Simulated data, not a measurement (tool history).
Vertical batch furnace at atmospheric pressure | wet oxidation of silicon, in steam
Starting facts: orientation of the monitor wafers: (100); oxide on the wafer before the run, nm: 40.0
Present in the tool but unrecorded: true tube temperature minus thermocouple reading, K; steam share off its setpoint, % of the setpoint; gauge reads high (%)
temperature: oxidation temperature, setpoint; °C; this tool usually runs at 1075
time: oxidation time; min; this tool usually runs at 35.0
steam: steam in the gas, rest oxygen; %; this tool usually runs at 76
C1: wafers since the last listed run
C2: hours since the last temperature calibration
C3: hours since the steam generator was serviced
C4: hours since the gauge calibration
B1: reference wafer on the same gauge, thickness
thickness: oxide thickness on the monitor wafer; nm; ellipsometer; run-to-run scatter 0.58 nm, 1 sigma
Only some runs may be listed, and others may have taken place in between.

Run 1, day 0.000: usual settings; C1 0; C2 3062.6; C3 1409.4; C4 109.7; B1 427.85. Result: thickness 367.22 nm.
Run 2, day 0.662: usual settings but steam 68 %; C1 187; C2 3078.5; C3 1425.3; C4 125.6; B1 428.02. Result: thickness 344.20 nm.
Run 3, day 1.233: usual settings but steam 68 %; C1 161; C2 3092.2; C3 1439.0; C4 139.3; B1 428.01. Result: thickness 343.83 nm.
Run 4, day 1.762: usual settings but time 27.5 min; C1 149; C2 3104.9; C3 1451.7; C4 152.0; B1 427.81. Result: thickness 318.78 nm.
Run 5, day 2.404: usual settings but time 27.5 min; C1 181; C2 3120.3; C3 1467.1; C4 167.4; B1 428.16. Result: thickness 318.17 nm.
Run 6, day 2.900: usual settings but time 44.0 min; C1 140; C2 3132.2; C3 1479.0; C4 179.3; B1 428.09. Result: thickness 419.01 nm.
Run 7, day 3.312: usual settings but steam 81 %; C1 116; C2 3142.1; C3 1488.9; C4 189.2; B1 428.05. Result: thickness 380.41 nm.
Run 8, day 3.658: usual settings but steam 81 %; C1 97; C2 3150.4; C3 1497.2; C4 197.5; B1 427.94. Result: thickness 381.91 nm.
At day 4.433: gauge calibrated.
At day 4.992: steam generator serviced.
Run 9, day 5.012: usual settings but steam 81 %; C1 100; C2 3182.9; C3 0.5; C4 13.9; B1 427.92. Result: thickness 371.41 nm.
Run 10, day 5.192: usual settings; C1 50; C2 3187.2; C3 4.8; C4 18.2; B1 428.13. Result: thickness 356.89 nm.
Run 11, day 5.375: usual settings; C1 51; C2 3191.6; C3 9.2; C4 22.6; B1 427.95. Result: thickness 355.82 nm.
Run 12, day 5.717: usual settings but time 24.5 min; C1 96; C2 3199.8; C3 17.4; C4 30.8; B1 427.99. Result: thickness 288.74 nm.
Run 13, day 6.429: usual settings; C1 201; C2 3216.9; C3 34.5; C4 47.9; B1 428.05. Result: thickness 356.94 nm.
At day 7.646: steam generator serviced, repeated, since the last time left the tool worse.
At day 7.800: thermocouples replaced and temperature profile calibrated.
Run 14, day 7.821: usual settings; C1 67; C2 0.5; C3 4.2; C4 81.3; B1 427.96. Result: thickness 377.87 nm.
Run 15, day 8.004: usual settings but temperature 1066 °C, steam 84 %; C1 51; C2 4.9; C3 8.6; C4 85.7; B1 428.08. Result: thickness 384.14 nm.
Run 16, day 8.188: usual settings but temperature 1092 °C, steam 69 %; C1 51; C2 9.3; C3 13.0; C4 90.1; B1 428.19. Result: thickness 387.78 nm.
Run 17, day 8.650: usual settings but temperature 1091 °C; C1 130; C2 20.4; C3 24.1; C4 101.2; B1 428.21. Result: thickness 407.84 nm.
Run 18, day 9.008: usual settings but temperature 1061 °C, steam 82 %; C1 101; C2 29.0; C3 32.7; C4 109.8; B1 428.19. Result: thickness 367.71 nm.
Run 19, day 9.283: usual settings but temperature 1098 °C, time 52.0 min, steam 73 %; C1 77; C2 35.6; C3 39.3; C4 116.4; B1 428.11. Result: thickness 511.54 nm.
Run 20, day 9.679: usual settings; C1 112; C2 45.1; C3 48.8; C4 125.9; B1 427.96. Result: thickness 378.64 nm.
Run 21, day 10.062: usual settings but temperature 1062 °C, time 27.0 min, steam 66 %; C1 108; C2 54.3; C3 58.0; C4 135.1; B1 427.99. Result: thickness 277.07 nm.
Run 22, day 10.679: usual settings; C1 174; C2 69.1; C3 72.8; C4 149.9; B1 427.85. Result: thickness 376.84 nm.
Run 23, day 11.238: usual settings but temperature 1058 °C, time 43.5 min, steam 65 %; C1 158; C2 82.5; C3 86.2; C4 163.3; B1 427.96. Result: thickness 358.69 nm.

Alternative continuations, all from the tool just after run 23; predict every row:
Run A, day 11.425: usual settings; C1 53; C2 87.0; C3 90.7; C4 167.8; B1 ?. Result: thickness ?.
Run B, day 11.425: usual settings but steam 85 %; C1 53; C2 87.0; C3 90.7; C4 167.8; B1 ?. Result: thickness ?.
Run C, day 11.425: usual settings but temperature 1062 °C, time 29.5 min, steam 73 %; C1 53; C2 87.0; C3 90.7; C4 167.8; B1 ?. Result: thickness ?.

run      B1  thickness
  A  427.94     378.32
  B  427.94     403.85
  C  427.94     311.58
Stripped of hidden state, with their random variation kept, the same runs would have yielded:
run  thickness
  A     380.57
  B     406.25
  C     313.49
